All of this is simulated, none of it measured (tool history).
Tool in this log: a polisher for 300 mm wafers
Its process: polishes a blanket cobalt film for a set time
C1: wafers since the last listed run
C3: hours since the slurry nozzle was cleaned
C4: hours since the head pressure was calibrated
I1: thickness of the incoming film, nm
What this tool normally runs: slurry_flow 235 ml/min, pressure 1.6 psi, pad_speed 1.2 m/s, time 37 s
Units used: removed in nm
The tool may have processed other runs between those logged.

run 1 hour=0 | slurry_flow=235 pressure=1.6 pad_speed=1.2 time=37 | C1=0 wafers_polished_on_this_pad=342 C3=816.8 C4=927.9 | I1=896.4 | removed=153.3
run 2 hour=8.6 | slurry_flow=235 pressure=1.6 pad_speed=1.2 time=37 | C1=112 wafers_polished_on_this_pad=454 C3=825.4 C4=936.5 | I1=905.5 | removed=150.8
run 3 hour=19.4 | slurry_flow=235 pressure=1.6 pad_speed=1.2 time=37 | C1=140 wafers_polished_on_this_pad=595 C3=836.2 C4=947.3 | I1=876.2 | removed=151.8
run 4 hour=32.2 | slurry_flow=235 pressure=1.6 pad_speed=1.2 time=37 | C1=166 wafers_polished_on_this_pad=762 C3=849 C4=960.1 | I1=907.1 | removed=149.9
run 5 hour=42.6 | slurry_flow=235 pressure=1.6 pad_speed=1.2 time=37 | C1=135 wafers_polished_on_this_pad=898 C3=859.4 C4=970.5 | I1=890.7 | removed=148.9
run 6 hour=48.7 | slurry_flow=235 pressure=1.6 pad_speed=1.2 time=37 | C1=79 wafers_polished_on_this_pad=977 C3=865.5 C4=976.6 | I1=878.3 | removed=147.1
run 7 hour=58.2 | slurry_flow=235 pressure=1.6 pad_speed=1.2 time=37 | C1=123 wafers_polished_on_this_pad=1101 C3=875 C4=986.1 | I1=899.1 | removed=144.7
-- hour=66.9 head pressure recalibrated
-- hour=71.5 slurry nozzle cleaned
run 8 hour=75.1 | slurry_flow=235 pressure=1.3 pad_speed=1.4 time=42 | C1=181 wafers_polished_on_this_pad=1282 C3=3.6 C4=8.2 | I1=876.6 | removed=143.9
-- hour=84.6 worn pad replaced by a new one
run 9 hour=90.3 | slurry_flow=235 pressure=1.6 pad_speed=1.46 time=27 | C1=146 wafers_polished_on_this_pad=74 C3=18.8 C4=23.4 | I1=877.8 | removed=131.1
run 10 hour=107.7 | slurry_flow=195 pressure=1.2 pad_speed=0.88 time=42 | C1=226 wafers_polished_on_this_pad=300 C3=36.2 C4=40.8 | I1=893.5 | removed=104.4
run 11 hour=122 | slurry_flow=235 pressure=1.6 pad_speed=1.2 time=37 | C1=186 wafers_polished_on_this_pad=487 C3=50.5 C4=55.1 | I1=886.3 | removed=153.9
run 12 hour=131.3 | slurry_flow=235 pressure=1.6 pad_speed=1.5 time=37 | C1=121 wafers_polished_on_this_pad=608 C3=59.8 C4=64.4 | I1=905.2 | removed=181.3
run 13 hour=145.7 | slurry_flow=235 pressure=1.3 pad_speed=0.8 time=37 | C1=187 wafers_polished_on_this_pad=796 C3=74.2 C4=78.8 | I1=881.6 | removed=93.9
run 14 hour=157.7 | slurry_flow=310 pressure=1.6 pad_speed=1.2 time=37 | C1=156 wafers_polished_on_this_pad=952 C3=86.2 C4=90.8 | I1=895.4 | removed=152.4
run 15 hour=169.6 | slurry_flow=235 pressure=1.6 pad_speed=1.5 time=37 | C1=155 wafers_polished_on_this_pad=1107 C3=98.1 C4=102.7 | I1=894.1 | removed=172.4

Subtracting, for every run, the result it would have given without the tool's unlogged condition from the measured result gives the following. The same run-to-run variation enters both numbers; the gauge's scatter may not:
Hidden conditions of the tool in this case: removal rate lost through wear of the pad, %; slurry flow missing at the pad, %; deviation of the head's pressure from its setpoint, %.
run=1 removed=-3
run=2 removed=-3.6
run=3 removed=-4.7
run=4 removed=-6.3
run=5 removed=-8.1
run=6 removed=-9.1
run=7 removed=-11
run=8 removed=-15.2
run=9 removed=-0.9
run=10 removed=-1.2
run=11 removed=-2.8
run=12 removed=-4.6
run=13 removed=-3.6
run=14 removed=-8
run=15 removed=-12
